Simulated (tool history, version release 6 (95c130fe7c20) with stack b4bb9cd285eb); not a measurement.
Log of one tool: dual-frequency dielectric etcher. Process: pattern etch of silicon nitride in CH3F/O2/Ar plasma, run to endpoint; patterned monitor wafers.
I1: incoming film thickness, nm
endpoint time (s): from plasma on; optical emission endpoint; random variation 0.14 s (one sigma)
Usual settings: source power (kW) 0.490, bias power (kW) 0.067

{"run": 1, "hour": 0.0, "source power (kW)": 0.49, "bias power (kW)": 0.067, "I1": 30.09, "endpoint time (s)": 36.4}
{"run": 2, "hour": 173.9, "source power (kW)": 0.53, "bias power (kW)": 0.059, "I1": 30.5, "endpoint time (s)": 36.6}
{"run": 3, "hour": 225.8, "source power (kW)": 0.53, "bias power (kW)": 0.059, "I1": 30.33, "endpoint time (s)": 36.4}
{"run": 4, "hour": 297.3, "source power (kW)": 0.53, "bias power (kW)": 0.059, "I1": 30.26, "endpoint time (s)": 36.2}
{"hour": 375.7, "done": "wet clean of the chamber"}
{"run": 5, "hour": 394.7, "source power (kW)": 0.49, "bias power (kW)": 0.067, "I1": 30.13, "endpoint time (s)": 36.3}
{"run": 6, "hour": 471.5, "source power (kW)": 0.49, "bias power (kW)": 0.067, "I1": 30.13, "endpoint time (s)": 36.5}
{"run": 7, "hour": 533.0, "source power (kW)": 0.49, "bias power (kW)": 0.067, "I1": 30.01, "endpoint time (s)": 36.2}
{"run": 8, "hour": 588.3, "source power (kW)": 0.42, "bias power (kW)": 0.067, "I1": 29.91, "endpoint time (s)": 39.0}
{"run": 9, "hour": 625.4, "source power (kW)": 0.49, "bias power (kW)": 0.067, "I1": 30.37, "endpoint time (s)": 36.7}
{"run": 10, "hour": 670.4, "source power (kW)": 0.49, "bias power (kW)": 0.067, "I1": 30.29, "endpoint time (s)": 36.7}
{"run": 11, "hour": 714.2, "source power (kW)": 0.49, "bias power (kW)": 0.067, "I1": 30.37, "endpoint time (s)": 36.6}
{"run": 12, "hour": 786.5, "source power (kW)": 0.49, "bias power (kW)": 0.067, "I1": 30.12, "endpoint time (s)": 36.4}
{"run": 13, "hour": 836.7, "source power (kW)": 0.49, "bias power (kW)": 0.067, "I1": 30.33, "endpoint time (s)": 36.8}
{"hour": 879.6, "done": "source power generator calibrated"}
{"hour": 899.7, "done": "wet clean of the chamber"}
{"run": 14, "hour": 901.3, "source power (kW)": 0.49, "bias power (kW)": 0.067, "I1": 30.29, "endpoint time (s)": 36.5}
{"run": 15, "hour": 978.7, "source power (kW)": 0.49, "bias power (kW)": 0.074, "I1": 30.12, "endpoint time (s)": 35.6}
{"run": 16, "hour": 1030.5, "source power (kW)": 0.39, "bias power (kW)": 0.059, "I1": 29.9, "endpoint time (s)": 41.7}
{"run": 17, "hour": 1122.6, "source power (kW)": 0.58, "bias power (kW)": 0.061, "I1": 30.33, "endpoint time (s)": 34.8}
{"run": 18, "hour": 1169.8, "source power (kW)": 0.49, "bias power (kW)": 0.051, "I1": 30.23, "endpoint time (s)": 38.8}
{"run": 19, "hour": 1260.5, "source power (kW)": 0.45, "bias power (kW)": 0.058, "I1": 30.15, "endpoint time (s)": 39.3}
{"hour": 1452.7, "done": "wet clean of the chamber"}
{"run": 20, "hour": 1468.3, "source power (kW)": 0.37, "bias power (kW)": 0.074, "I1": 30.18, "endpoint time (s)": 40.8}
{"hour": 1484.9, "done": "bias power generator calibrated"}
{"run": 21, "hour": 1572.0, "source power (kW)": 0.49, "bias power (kW)": 0.067, "I1": 30.16, "endpoint time (s)": 36.5}
{"run": 22, "hour": 1614.5, "source power (kW)": 0.49, "bias power (kW)": 0.067, "I1": 30.28, "endpoint time (s)": 36.3}
{"hour": 1649.8, "done": "upper electrode replaced"}
{"run": 23, "hour": 1719.3, "source power (kW)": 0.49, "bias power (kW)": 0.067, "I1": 30.07, "endpoint time (s)": 36.5}
{"run": 24, "hour": 1770.4, "source power (kW)": 0.4, "bias power (kW)": 0.072, "I1": 30.31, "endpoint time (s)": 39.4}
{"run": 25, "hour": 1844.0, "source power (kW)": 0.38, "bias power (kW)": 0.067, "I1": 30.24, "endpoint time (s)": 41.4}
{"hour": 1957.7, "done": "wet clean of the chamber"}
{"run": 26, "hour": 1958.2, "source power (kW)": 0.6, "bias power (kW)": 0.078, "I1": 30.43, "endpoint time (s)": 32.3}
{"run": 27, "hour": 1987.6, "source power (kW)": 0.44, "bias power (kW)": 0.067, "I1": 30.36, "endpoint time (s)": 38.6}
{"run": 28, "hour": 2039.8, "source power (kW)": 0.49, "bias power (kW)": 0.067, "I1": 30.14, "endpoint time (s)": 36.4}
{"run": 29, "hour": 2089.0, "source power (kW)": 0.37, "bias power (kW)": 0.083, "I1": 30.35, "endpoint time (s)": 39.8}
{"run": 30, "hour": 2190.7, "source power (kW)": 0.49, "bias power (kW)": 0.067, "I1": 30.11, "endpoint time (s)": 36.2}
{"run": 31, "hour": 2287.5, "source power (kW)": 0.38, "bias power (kW)": 0.072, "I1": 30.27, "endpoint time (s)": 40.8}
{"run": 32, "hour": 2338.0, "source power (kW)": 0.4, "bias power (kW)": 0.055, "I1": 30.27, "endpoint time (s)": 41.9}
{"run": 33, "hour": 2429.0, "source power (kW)": 0.49, "bias power (kW)": 0.059, "I1": 29.99, "endpoint time (s)": 37.4}
{"hour": 2498.8, "done": "wet clean of the chamber"}
{"run": 34, "hour": 2499.3, "source power (kW)": 0.44, "bias power (kW)": 0.079, "I1": 30.17, "endpoint time (s)": 36.9}
{"run": 35, "hour": 2524.6, "source power (kW)": 0.59, "bias power (kW)": 0.074, "I1": 30.17, "endpoint time (s)": 32.6}
{"run": 36, "hour": 2578.8, "source power (kW)": 0.57, "bias power (kW)": 0.054, "I1": 30.51, "endpoint time (s)": 36.2}

3 ways to go on from here, each from the tool as it stands after run 36. What would each give?
{"run": "A", "hour": 2579.2, "source power (kW)": 0.49, "bias power (kW)": 0.073, "I1": 30.55, "endpoint time (s)": "?"}
{"run": "B", "hour": 2579.2, "source power (kW)": 0.49, "bias power (kW)": 0.077, "I1": 30.55, "endpoint time (s)": "?"}
{"run": "C", "hour": 2579.2, "source power (kW)": 0.44, "bias power (kW)": 0.052, "I1": 30.55, "endpoint time (s)": "?"}

run=A endpoint_time_(s)=36.4
run=B endpoint_time_(s)=35.9
run=C endpoint_time_(s)=41.3
Without the tool's hidden state the same runs would have given:
run=A endpoint_time_(s)=36.4
run=B endpoint_time_(s)=35.9
run=C endpoint_time_(s)=41.3

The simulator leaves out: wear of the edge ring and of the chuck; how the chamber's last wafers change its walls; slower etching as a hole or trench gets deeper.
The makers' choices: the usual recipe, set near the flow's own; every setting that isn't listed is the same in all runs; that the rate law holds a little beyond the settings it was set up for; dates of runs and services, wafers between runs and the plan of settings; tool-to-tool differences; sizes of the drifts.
